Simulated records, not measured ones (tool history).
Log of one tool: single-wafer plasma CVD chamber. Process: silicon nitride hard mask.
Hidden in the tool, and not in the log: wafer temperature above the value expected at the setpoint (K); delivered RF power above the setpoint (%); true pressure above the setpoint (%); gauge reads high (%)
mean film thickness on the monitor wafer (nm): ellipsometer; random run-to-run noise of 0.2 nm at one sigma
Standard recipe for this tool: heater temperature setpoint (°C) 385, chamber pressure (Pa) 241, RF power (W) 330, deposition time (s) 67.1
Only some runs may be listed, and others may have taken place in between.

| run | hour | heater temperature setpoint (°C) | chamber pressure (Pa) | RF power (W) | deposition time (s) | wafers since the last listed run | hours since the last thermocouple change | hours since the last RF generator calibration | hours since the last manometer calibration | hours since the showerhead was replaced | hours since the gauge calibration | read-back reference wafer on the same gauge, thickness_nm | mean film thickness on the monitor wafer (nm) |
|---|---|---|---|---|---|---|---|---|---|---|---|---|---|
| 1 | 0 | 385 | 241 | 330 | 67.1 | 0 | 982.9 | 1753.3 | 1836.4 | 6033.6 | 862.8 | 102.618 | 82.398 |
| 2 | 59.1 | 385 | 241 | 330 | 67.1 | 612 | 1042 | 1812.4 | 1895.5 | 6092.7 | 921.9 | 102.592 | 82.854 |
| 3 | 130.7 | 385 | 241 | 330 | 67.1 | 741 | 1113.6 | 1884 | 1967.1 | 6164.3 | 993.5 | 102.702 | 82.132 |
| 4 | 171.3 | 385 | 227 | 330 | 67.1 | 420 | 1154.2 | 1924.6 | 2007.7 | 6204.9 | 1034.1 | 102.712 | 80.726 |
| 5 | 256.2 | 385 | 227 | 330 | 67.1 | 879 | 1239.1 | 2009.5 | 2092.6 | 6289.8 | 1119 | 102.478 | 80.237 |
| 6 | 379.8 | 385 | 227 | 330 | 67.1 | 1280 | 1362.7 | 2133.1 | 2216.2 | 6413.4 | 1242.6 | 102.593 | 79.774 |
| 7 | 420.9 | 385 | 241 | 330 | 67.1 | 425 | 1403.8 | 2174.2 | 2257.3 | 6454.5 | 1283.7 | 102.621 | 81.095 |
|  | 486.8 | RF generator calibrated |
| 8 | 543.8 | 385 | 241 | 330 | 67.1 | 1190 | 1526.7 | 57 | 2380.2 | 6577.4 | 1406.6 | 102.689 | 83.949 |
|  | 581.2 | gauge calibrated |
|  | 631 | showerhead replaced |
| 9 | 701.5 | 376 | 203 | 330 | 67.1 | 1550 | 1684.4 | 214.7 | 2537.9 | 70.5 | 120.3 | 102.6 | 80.116 |
| 10 | 747.6 | 389 | 241 | 330 | 70.8 | 477 | 1730.5 | 260.8 | 2584 | 116.6 | 166.4 | 102.513 | 88.212 |
|  | 769.3 | capacitance manometer re-zeroed and calibrated |
|  | 778.3 | thermocouple changed; heater temperature recalibrated |
| 11 | 814 | 385 | 227 | 330 | 67.1 | 522 | 35.7 | 327.2 | 44.7 | 183 | 232.8 | 102.555 | 84.062 |
| 12 | 847.9 | 385 | 260 | 330 | 78 | 351 | 69.6 | 361.1 | 78.6 | 216.9 | 266.7 | 102.631 | 101.606 |
| 13 | 912.9 | 385 | 241 | 310 | 67.1 | 673 | 134.6 | 426.1 | 143.6 | 281.9 | 331.7 | 102.458 | 81.868 |
| 14 | 963.6 | 385 | 241 | 330 | 67.1 | 525 | 185.3 | 476.8 | 194.3 | 332.6 | 382.4 | 102.664 | 85.112 |
| 15 | 1147.6 | 385 | 241 | 330 | 67.1 | 1906 | 369.3 | 660.8 | 378.3 | 516.6 | 566.4 | 102.646 | 84.986 |
| 16 | 1180.8 | 385 | 213 | 345 | 54.4 | 343 | 402.5 | 694 | 411.5 | 549.8 | 599.6 | 102.532 | 68.754 |
| 17 | 1219.8 | 396 | 284 | 280 | 67.1 | 404 | 441.5 | 733 | 450.5 | 588.8 | 638.6 | 102.546 | 78.61 |
| 18 | 1266 | 390 | 192 | 350 | 59.9 | 478 | 487.7 | 779.2 | 496.7 | 635 | 684.8 | 102.562 | 74.484 |
| 19 | 1295.6 | 385 | 192 | 330 | 67.1 | 306 | 517.3 | 808.8 | 526.3 | 664.6 | 714.4 | 102.558 | 80.031 |

5 options for the next run, each taken on its own from the tool as it stands now. Forecast them:
| A | 1296 | 385 | 241 | 330 | 67.1 | 4 | 517.7 | 809.2 | 526.7 | 665 | 714.8 | ? | ? |
| B | 1296 | 385 | 241 | 310 | 58.5 | 4 | 517.7 | 809.2 | 526.7 | 665 | 714.8 | ? | ? |
| C | 1296 | 385 | 183 | 270 | 70.9 | 4 | 517.7 | 809.2 | 526.7 | 665 | 714.8 | ? | ? |
| D | 1296 | 385 | 241 | 365 | 75.1 | 4 | 517.7 | 809.2 | 526.7 | 665 | 714.8 | ? | ? |
| E | 1296 | 397 | 241 | 275 | 63 | 4 | 517.7 | 809.2 | 526.7 | 665 | 714.8 | ? | ? |

| run | read-back reference wafer on the same gauge, thickness_nm | mean film thickness on the monitor wafer (nm) |
|---|---|---|
| A | 102.666 | 85.04 |
| B | 102.666 | 71.079 |
| C | 102.666 | 72.633 |
| D | 102.666 | 101.593 |
| E | 102.666 | 69.984 |
The same runs, with their run-to-run variation unchanged, on a tool lacking any hidden condition would have given:
| run | mean film thickness on the monitor wafer (nm) |
|---|---|
| A | 85.442 |
| B | 71.415 |
| C | 73.001 |
| D | 102.047 |
| E | 70.341 |
